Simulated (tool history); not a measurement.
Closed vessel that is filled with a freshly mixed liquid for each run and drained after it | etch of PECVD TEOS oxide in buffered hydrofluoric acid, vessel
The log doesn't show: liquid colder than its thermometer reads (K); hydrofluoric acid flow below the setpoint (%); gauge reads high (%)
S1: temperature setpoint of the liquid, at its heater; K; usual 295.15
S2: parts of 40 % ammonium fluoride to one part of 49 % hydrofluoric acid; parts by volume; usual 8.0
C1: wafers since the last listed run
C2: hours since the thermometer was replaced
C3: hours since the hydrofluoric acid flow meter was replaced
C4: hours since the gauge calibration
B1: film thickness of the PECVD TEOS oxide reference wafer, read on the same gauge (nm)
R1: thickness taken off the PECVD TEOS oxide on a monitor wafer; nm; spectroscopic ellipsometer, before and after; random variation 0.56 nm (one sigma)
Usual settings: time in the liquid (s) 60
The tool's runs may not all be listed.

run 1 hour=0.0 | S1=295.15 S2=8.0 time_in_the_liquid_(s)=60 | C1=0 C2=1378.7 C3=329.2 C4=297.2 | B1=50.01 | R1=75.82
run 2 hour=12.6 | S1=295.15 S2=8.0 time_in_the_liquid_(s)=60 | C1=1776 C2=1391.3 C3=341.8 C4=309.8 | B1=49.98 | R1=74.66
run 3 hour=21.2 | S1=295.15 S2=7.0 time_in_the_liquid_(s)=60 | C1=1212 C2=1399.9 C3=350.4 C4=318.4 | B1=49.97 | R1=86.48
run 4 hour=29.1 | S1=295.15 S2=8.0 time_in_the_liquid_(s)=60 | C1=1113 C2=1407.8 C3=358.3 C4=326.3 | B1=49.99 | R1=75.56
run 5 hour=44.2 | S1=295.15 S2=8.0 time_in_the_liquid_(s)=60 | C1=2128 C2=1422.9 C3=373.4 C4=341.4 | B1=49.99 | R1=75.66
run 6 hour=57.0 | S1=295.15 S2=8.0 time_in_the_liquid_(s)=60 | C1=1804 C2=1435.7 C3=386.2 C4=354.2 | B1=49.98 | R1=74.41
run 7 hour=83.8 | S1=295.15 S2=8.0 time_in_the_liquid_(s)=60 | C1=3778 C2=1462.5 C3=413.0 C4=381.0 | B1=49.98 | R1=73.31
run 8 hour=96.0 | S1=295.15 S2=8.0 time_in_the_liquid_(s)=60 | C1=1720 C2=1474.7 C3=425.2 C4=393.2 | B1=49.97 | R1=73.87
run 9 hour=113.9 | S1=295.15 S2=8.5 time_in_the_liquid_(s)=60 | C1=2523 C2=1492.6 C3=443.1 C4=411.1 | B1=50.01 | R1=68.82
-- hour=118.2 gauge calibrated
run 10 hour=130.7 | S1=295.15 S2=8.0 time_in_the_liquid_(s)=70 | C1=2368 C2=1509.4 C3=459.9 C4=12.5 | B1=50.01 | R1=85.38
run 11 hour=142.9 | S1=295.15 S2=8.0 time_in_the_liquid_(s)=70 | C1=1720 C2=1521.6 C3=472.1 C4=24.7 | B1=49.97 | R1=83.86
run 12 hour=152.5 | S1=295.15 S2=8.0 time_in_the_liquid_(s)=60 | C1=1353 C2=1531.2 C3=481.7 C4=34.3 | B1=49.99 | R1=72.55
run 13 hour=160.8 | S1=295.15 S2=8.0 time_in_the_liquid_(s)=60 | C1=1170 C2=1539.5 C3=490.0 C4=42.6 | B1=49.97 | R1=71.81
run 14 hour=167.3 | S1=295.15 S2=8.0 time_in_the_liquid_(s)=35 | C1=916 C2=1546.0 C3=496.5 C4=49.1 | B1=50.04 | R1=41.73
run 15 hour=181.9 | S1=297.15 S2=8.0 time_in_the_liquid_(s)=60 | C1=2058 C2=1560.6 C3=511.1 C4=63.7 | B1=49.99 | R1=80.42
run 16 hour=189.2 | S1=299.15 S2=8.0 time_in_the_liquid_(s)=60 | C1=1029 C2=1567.9 C3=518.4 C4=71.0 | B1=50.04 | R1=90.55
run 17 hour=205.3 | S1=290.65 S2=8.0 time_in_the_liquid_(s)=60 | C1=2269 C2=1584.0 C3=534.5 C4=87.1 | B1=50.05 | R1=54.65
run 18 hour=219.8 | S1=297.15 S2=8.0 time_in_the_liquid_(s)=45 | C1=2044 C2=1598.5 C3=549.0 C4=101.6 | B1=49.96 | R1=59.24
-- hour=227.9 thermometer replaced
run 19 hour=233.8 | S1=292.65 S2=7.0 time_in_the_liquid_(s)=90 | C1=1832 C2=5.9 C3=563.0 C4=115.6 | B1=49.96 | R1=122.97
-- hour=238.5 hydrofluoric acid flow meter replaced
run 20 hour=250.4 | S1=295.15 S2=8.0 time_in_the_liquid_(s)=60 | C1=2199 C2=22.5 C3=11.9 C4=132.2 | B1=50.01 | R1=90.32
run 21 hour=270.5 | S1=295.15 S2=8.0 time_in_the_liquid_(s)=60 | C1=2833 C2=42.6 C3=32.0 C4=152.3 | B1=50.00 | R1=89.65
run 22 hour=282.5 | S1=292.15 S2=6.0 time_in_the_liquid_(s)=60 | C1=1691 C2=54.6 C3=44.0 C4=164.3 | B1=49.97 | R1=99.83
run 23 hour=291.7 | S1=290.65 S2=5.5 time_in_the_liquid_(s)=95 | C1=1297 C2=63.8 C3=53.2 C4=173.5 | B1=50.03 | R1=154.62
run 24 hour=304.6 | S1=295.15 S2=8.0 time_in_the_liquid_(s)=60 | C1=1818 C2=76.7 C3=66.1 C4=186.4 | B1=50.02 | R1=89.48
run 25 hour=322.3 | S1=296.65 S2=7.0 time_in_the_liquid_(s)=70 | C1=2495 C2=94.4 C3=83.8 C4=204.1 | B1=50.02 | R1=130.65
run 26 hour=338.4 | S1=295.15 S2=9.5 time_in_the_liquid_(s)=30 | C1=2269 C2=110.5 C3=99.9 C4=220.2 | B1=49.99 | R1=37.54
run 27 hour=345.0 | S1=293.65 S2=5.0 time_in_the_liquid_(s)=45 | C1=930 C2=117.1 C3=106.5 C4=226.8 | B1=49.98 | R1=94.76
run 28 hour=352.2 | S1=292.65 S2=7.0 time_in_the_liquid_(s)=90 | C1=1015 C2=124.3 C3=113.7 C4=234.0 | B1=49.98 | R1=132.51
run 29 hour=366.5 | S1=296.65 S2=9.5 time_in_the_liquid_(s)=75 | C1=2016 C2=138.6 C3=128.0 C4=248.3 | B1=50.02 | R1=102.50
run 30 hour=378.9 | S1=298.15 S2=6.0 time_in_the_liquid_(s)=60 | C1=1748 C2=151.0 C3=140.4 C4=260.7 | B1=50.00 | R1=137.58

3 ways to go on from here, each from the tool as it stands after run 30. What would each give?
run A hour=379.6 | S1=295.15 S2=8.0 time_in_the_liquid_(s)=60 | C1=98 C2=151.7 C3=141.1 C4=261.4 | B1=? | R1=?
run B hour=379.6 | S1=297.65 S2=5.5 time_in_the_liquid_(s)=70 | C1=98 C2=151.7 C3=141.1 C4=261.4 | B1=? | R1=?
run C hour=379.6 | S1=292.15 S2=6.5 time_in_the_liquid_(s)=60 | C1=98 C2=151.7 C3=141.1 C4=261.4 | B1=? | R1=?

run=A B1=50.00 R1=87.10
run=B B1=50.00 R1=166.81
run=C B1=50.00 R1=91.34
Without the tool's hidden state the same runs would have given:
run=A R1=91.32
run=B R1=173.61
run=C R1=95.19
